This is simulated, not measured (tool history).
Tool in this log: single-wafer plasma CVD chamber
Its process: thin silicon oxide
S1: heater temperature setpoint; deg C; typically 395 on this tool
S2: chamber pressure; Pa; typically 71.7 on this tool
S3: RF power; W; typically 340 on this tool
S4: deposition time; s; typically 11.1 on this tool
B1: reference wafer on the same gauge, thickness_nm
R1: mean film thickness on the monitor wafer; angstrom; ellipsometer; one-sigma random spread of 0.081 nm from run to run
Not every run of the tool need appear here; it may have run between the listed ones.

| run | hour | S1 | S2 | S3 | S4 | B1 | R1 |
|---|---|---|---|---|---|---|---|
| 1 | 0 | 395 | 71.7 | 340 | 11.1 | 15.493 | 138.08 |
| 2 | 11.5 | 395 | 71.7 | 340 | 11.1 | 15.478 | 137.81 |
| 3 | 28.4 | 395 | 71.7 | 340 | 9.5 | 15.518 | 119.33 |
| 4 | 45.5 | 395 | 71.7 | 340 | 9.5 | 15.483 | 118.83 |
| 5 | 63.3 | 395 | 71.7 | 340 | 9.5 | 15.508 | 118.01 |
| 6 | 75.2 | 395 | 71.7 | 340 | 11.1 | 15.506 | 138.91 |
| 7 | 89.7 | 395 | 71.7 | 340 | 9.3 | 15.513 | 116.88 |
| 8 | 115.4 | 395 | 71.7 | 340 | 9.3 | 15.488 | 115.37 |
| 9 | 132.6 | 395 | 71.7 | 340 | 9.3 | 15.493 | 116.57 |
| 10 | 143.4 | 395 | 71.7 | 340 | 11.1 | 15.495 | 138.52 |
| 11 | 161 | 395 | 71.7 | 340 | 11.1 | 15.526 | 138.38 |
| 12 | 173 | 395 | 71.7 | 375 | 11.1 | 15.477 | 146.95 |
|  | 201.4 | RF generator calibrated |
| 13 | 210.9 | 395 | 71.7 | 340 | 11.1 | 15.478 | 140.41 |
|  | 225 | capacitance manometer re-zeroed and calibrated |
| 14 | 225.5 | 395 | 77.3 | 400 | 11.1 | 15.499 | 162.5 |
| 15 | 225.8 | 385 | 71.7 | 340 | 11.1 | 15.482 | 139 |
|  | 227.2 | gauge calibrated |
|  | 240.9 | thermocouple changed; heater temperature recalibrated |
| 16 | 241.4 | 395 | 71.7 | 340 | 9.3 | 15.516 | 116.65 |
| 17 | 251.7 | 395 | 81.5 | 340 | 11.1 | 15.484 | 158.9 |
| 18 | 269 | 395 | 71.7 | 340 | 11.1 | 15.516 | 138.69 |
| 19 | 281 | 395 | 71.7 | 340 | 11.1 | 15.484 | 137.42 |
|  | 290.5 | showerhead replaced |
| 20 | 294.2 | 395 | 71.7 | 340 | 11.1 | 15.488 | 138.42 |
| 21 | 304.2 | 395 | 63.3 | 395 | 11.1 | 15.491 | 133.19 |
| 22 | 314.3 | 381 | 71.7 | 320 | 11.1 | 15.533 | 135.81 |
| 23 | 330.5 | 395 | 64.8 | 340 | 11.1 | 15.562 | 125.94 |
| 24 | 348.1 | 395 | 88.5 | 340 | 11.1 | 15.509 | 169.04 |
| 25 | 365.6 | 395 | 71.7 | 360 | 11.1 | 15.456 | 143.31 |

Alternative continuations, all from the tool just after run 25; predict every row:
| A | 366 | 395 | 71.7 | 340 | 11.1 | ? | ? |
| B | 366 | 395 | 61.2 | 340 | 11.1 | ? | ? |
| C | 366 | 386 | 71.7 | 295 | 11.1 | ? | ? |
| D | 366 | 395 | 71.7 | 380 | 10.5 | ? | ? |
| E | 366 | 382 | 71.7 | 340 | 11.1 | ? | ? |

| run | B1 | R1 |
|---|---|---|
| A | 15.493 | 138.29 |
| B | 15.493 | 118.12 |
| C | 15.493 | 127.53 |
| D | 15.493 | 138.67 |
| E | 15.493 | 139.35 |
Had the tool no hidden state, the same runs would have come out as:
| run | R1 |
|---|---|
| A | 138.29 |
| B | 118.12 |
| C | 127.53 |
| D | 138.67 |
| E | 139.35 |
